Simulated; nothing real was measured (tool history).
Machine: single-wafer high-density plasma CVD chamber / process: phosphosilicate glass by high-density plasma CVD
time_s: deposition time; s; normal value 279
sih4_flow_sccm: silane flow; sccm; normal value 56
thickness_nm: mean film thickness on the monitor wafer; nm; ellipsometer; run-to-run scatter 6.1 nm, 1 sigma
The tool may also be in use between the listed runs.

run,hour,time_s,sih4_flow_sccm,wafers since the last listed run,hours since the silane flow controller was replaced,hours since the gauge calibration,"read-back reference wafer on the same gauge, thickness_nm",thickness_nm
1,0.0,279,60,0,3910.0,243.1,1518.940,1488.116
2,89.1,279,60,486,3999.1,332.2,1521.403,1480.296
3,179.9,279,60,495,4089.9,423.0,1520.760,1490.480
4,276.4,238,56,526,4186.4,519.5,1518.334,1196.018
5,361.4,238,56,463,4271.4,604.5,1522.613,1190.987
6,421.2,238,56,326,4331.2,664.3,1519.618,1182.734
# hour 483.5: silane flow controller replaced
7,487.5,279,56,318,4.0,730.6,1522.262,1489.441
8,593.7,279,56,579,110.2,836.8,1519.302,1494.932
9,630.8,279,56,202,147.3,873.9,1518.991,1490.240
10,700.8,279,56,381,217.3,943.9,1519.714,1486.010
11,755.5,245,62,298,272.0,998.6,1519.152,1440.789
12,836.0,246,65,439,352.5,1079.1,1521.816,1510.693
13,940.4,227,48,569,456.9,1183.5,1520.448,1045.334
14,1005.3,324,56,354,521.8,1248.4,1520.409,1716.050
15,1104.4,279,56,540,620.9,1347.5,1520.831,1478.391
16,1175.8,258,50,389,692.3,1418.9,1518.516,1226.537
# hour 1176.5: gauge calibrated
17,1249.9,243,62,404,766.4,73.4,1518.808,1417.154
18,1308.5,238,56,319,825.0,132.0,1521.007,1252.352
19,1364.6,258,56,306,881.1,188.1,1518.662,1364.229
20,1472.1,279,51,586,988.6,295.6,1520.810,1348.684

How the hidden state differs across the entries between the runs, from the last listed run before each to the first after it:
Run 6 -> run 7: silane flow controller replaced (hour 483.5)
  delivered silane flow above the setpoint (%): -7.78 -> -0.939
  measured value less the no-hidden-state value, thickness_nm: -94.715 -> -13.445 nm
Run 16 -> run 17: gauge calibrated (hour 1176.5)
  delivered silane flow above the setpoint (%): -2.02 -> -2.13
  measured value less the no-hidden-state value, thickness_nm: -24.050 -> -29.422 nm
